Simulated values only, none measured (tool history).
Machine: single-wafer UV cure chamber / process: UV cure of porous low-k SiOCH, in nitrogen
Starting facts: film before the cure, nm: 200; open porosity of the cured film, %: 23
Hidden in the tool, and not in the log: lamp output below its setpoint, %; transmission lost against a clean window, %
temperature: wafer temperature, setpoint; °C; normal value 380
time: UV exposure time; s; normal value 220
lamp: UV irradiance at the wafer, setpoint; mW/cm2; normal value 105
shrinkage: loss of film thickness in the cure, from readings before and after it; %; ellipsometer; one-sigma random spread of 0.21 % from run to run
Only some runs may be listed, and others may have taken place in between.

run,day,temperature,time,lamp,wafers since the last listed run,hours since the UV bulbs were replaced,wafers since the quartz window was cleaned,shrinkage
1,0,391,220,80,0,624.6,180,10.658
2,2.288,380,220,127,348,679.5,529,12.146
3,4.038,380,220,127,266,721.5,796,12.447
4,6.179,380,220,127,326,772.9,1122,12.405
5,8.671,380,220,105,380,832.7,1502,11.352
6,11.238,380,220,105,391,894.3,1894,11.073
# day 11.617: quartz window cleaned
7,13.021,380,220,105,221,937.1,214,11.576
8,14.833,380,220,105,276,980.6,490,11.177
9,17.808,380,220,105,453,1052,944,11.179
10,20.025,380,220,105,338,1105.2,1282,11.273
11,21.867,380,220,80,280,1149.4,1563,9.927
12,23.071,380,220,80,183,1178.3,1747,10.082
13,24.692,380,220,80,247,1217.2,1994,9.791
14,26.196,380,220,135,229,1253.3,2223,12.197
# day 27.608: quartz window cleaned
15,28.646,380,220,135,322,1312.1,157,12.052
16,30.892,380,220,105,342,1366,500,11.016
17,32.304,380,220,105,215,1399.9,716,10.717
18,33.829,380,220,105,232,1436.5,948,10.815
19,36.158,380,330,145,355,1492.4,1303,14.483
20,38.167,392,105,75,306,1540.6,1610,6.44
21,41.079,365,220,131,444,1610.5,2054,10.947
# day 42.829: quartz window cleaned
22,42.925,363,100,69,230,1654.8,14,5.462
23,44.096,393,220,135,178,1682.9,192,11.784
24,46.917,388,335,105,430,1750.6,623,12.201
# day 49.033: UV bulbs replaced
25,49.254,372,300,82,305,5.3,928,11.607
26,51.904,380,220,127,404,68.9,1333,12.389
27,54.208,373,335,115,351,124.2,1684,13.822
# day 55.883: quartz window cleaned
28,57.138,400,220,105,395,194.5,191,11.939
29,58.525,363,100,69,211,227.8,403,6.505
30,60.142,400,220,93,246,266.6,649,11.374
31,61.546,380,295,105,214,300.3,863,12.638
32,63.35,380,330,145,275,343.6,1139,14.79
33,64.812,361,155,94,223,378.7,1362,9.301
34,67.721,392,160,135,443,448.5,1805,11.31
35,69.108,380,220,105,211,481.8,2017,11.87
# day 70.504: quartz window cleaned
36,70.621,380,220,105,179,518.1,17,11.246

Hidden state at the last listed run before each entry between runs and at the first one after, where it differs:
Runs 6 to 7: quartz window cleaned (day 11.617)
  lamp output below its setpoint, %: 7.73 -> 8.42
  measured less the result without the state, shrinkage: -0.345 -> -0.395 %
Runs 14 to 15: quartz window cleaned (day 27.608)
  lamp output below its setpoint, %: 14.5 -> 15.9
  measured less the result without the state, shrinkage: -0.708 -> -0.774 %
Runs 21 to 22: quartz window cleaned (day 42.829)
  lamp output below its setpoint, %: 23.5 -> 24.8
  measured less the result without the state, shrinkage: -1.158 -> -1.07 %
Runs 24 to 25: UV bulbs replaced (day 49.033)
  lamp output below its setpoint, %: 27.7 -> 0.786
  measured less the result without the state, shrinkage: -1.46 -> -0.034 %
Runs 27 to 28: quartz window cleaned (day 55.883)
  lamp output below its setpoint, %: 0.922 -> 1.12
  measured less the result without the state, shrinkage: -0.042 -> -0.05 %
Runs 35 to 36: quartz window cleaned (day 70.504)
  lamp output below its setpoint, %: 2.83 -> 3.15
  measured less the result without the state, shrinkage: -0.13 -> -0.138 %
